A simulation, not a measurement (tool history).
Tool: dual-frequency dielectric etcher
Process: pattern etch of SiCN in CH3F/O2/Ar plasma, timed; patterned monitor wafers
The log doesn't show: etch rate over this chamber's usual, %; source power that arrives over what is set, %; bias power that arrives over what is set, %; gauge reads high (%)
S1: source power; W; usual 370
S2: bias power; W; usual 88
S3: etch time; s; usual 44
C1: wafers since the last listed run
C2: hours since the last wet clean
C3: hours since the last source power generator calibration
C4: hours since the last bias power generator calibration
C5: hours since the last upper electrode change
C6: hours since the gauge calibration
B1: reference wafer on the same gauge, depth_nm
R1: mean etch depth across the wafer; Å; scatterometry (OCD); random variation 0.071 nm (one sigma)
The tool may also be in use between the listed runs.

run    hour   S1   S2    S3    C1     C2      C3      C4      C5      C6     B1     R1
  1       0  370   88    44     0  235.6  3575.8  1802.2   251.8  1790.2   17.1  187.2
  2    45.4  370   88    44   363    281  3621.2  1847.6   297.2  1835.6  17.09  187.4
  3   139.6  370   88    44   754  375.2  3715.4  1941.8   391.4  1929.8  17.11  188.3
  4   208.9  370   88    44   554  444.5  3784.7  2011.1   460.7  1999.1  17.11  187.6
  5   253.4  370   88    44   356    489  3829.2  2055.6   505.2  2043.6  17.09  187.6
      285.7  -- source power generator calibrated
  6   348.3  370   88    44   727  583.9    62.6  2150.5   600.1  2138.5  17.12  187.3
      399.4  -- gauge calibrated
  7   414.7  400   79  49.5   531  650.3     129  2216.9   666.5    15.3  17.08  206.3
  8   488.3  450   71    44   589  723.9   202.6  2290.5   740.1    88.9  17.09  184.8
      533.2  -- bias power generator calibrated
  9   547.4  430  100    57   441    783   261.7    14.2   799.2     148  17.09  261.6
      589.8  -- wet clean of the chamber
 10   601.4  330   72  52.5   240   11.6   315.7    68.2   853.2     202   17.1  198.2
 11   652.4  370   88    44   408   62.6   366.7   119.2   904.2     253   17.1  189.3
 12   734.2  290   88    49   655  144.4   448.5     201     986   334.8  17.08  189.1
 13   778.7  370   88    44   356  188.9     493   245.5  1030.5   379.3  17.08  187.2
 14   870.9  340  105  32.5   738  281.1   585.2   337.7  1122.7   471.5  17.09  143.2
 15   929.6  370   79  55.5   470  339.8   643.9   396.4  1181.4   530.2  17.11  224.7
 16   973.5  430   88    55   351  383.7   687.8   440.3  1225.3   574.1  17.11  246.5
 17  1044.7  370   88    44   570  454.9     759   511.5  1296.5   645.3  17.07  184.6
 18  1144.1  370   99  52.5   796  554.3   858.4   610.9  1395.9   744.7  17.11  230.6
 19  1191.9  370   88  34.5   382  602.1   906.2   658.7  1443.7   792.5  17.11  144.5
 20    1259  370  105  40.5   537  669.2   973.3   725.8  1510.8   859.6  17.07  181.8
     1291.2  -- wet clean of the chamber
 21  1338.3  330   79    44   442   47.1  1052.6   805.1  1590.1   938.9  17.09  172.9
 22  1425.4  370  106    44   697  134.2  1139.7   892.2  1677.2    1026  17.11  202.7
 23  1472.7  370   80    44   378  181.5    1187   939.5  1724.5  1073.3  17.08  179.1
 24    1524  370  106    44   410  232.8  1238.3   990.8  1775.8  1124.6  17.09  201.5
 25  1617.6  430  105    32   749  326.4  1331.9  1084.4  1869.4  1218.2  17.09  153.9
 26  1921.6  300   68  36.5  2434  630.4  1635.9  1388.4  2173.4  1522.2  17.13  126.7
     2015.1  -- wet clean of the chamber
 27  2015.6  370   88    44   560    0.5  1729.9  1482.4  2267.4  1616.2  17.13  191.3
 28  2092.3  450   88    44   614   77.2  1806.6  1559.1  2344.1  1692.9   17.1    205
 29  2164.3  330   74    44   576  149.2  1878.6  1631.1  2416.1  1764.9  17.13  169.1

5 ways to go on from here, each from the tool as it stands after run 29. What would each give?
  A  2164.7  440  88  44   3  149.6  1879  1631.5  2416.5  1765.3   ?   ?
  B  2164.7  370  88  38   3  149.6  1879  1631.5  2416.5  1765.3   ?   ?
  C  2164.7  370  88  35   3  149.6  1879  1631.5  2416.5  1765.3   ?   ?
  D  2164.7  330  99  44   3  149.6  1879  1631.5  2416.5  1765.3   ?   ?
  E  2164.7  330  73  44   3  149.6  1879  1631.5  2416.5  1765.3   ?   ?

run     B1     R1
  A  17.07  202.4
  B  17.07  163.4
  C  17.07  150.5
  D  17.07  189.9
  E  17.07  167.9
Without the tool's hidden state the same runs would have given:
run     R1
  A  200.6
  B    162
  C  149.2
  D  188.2
  E  166.5
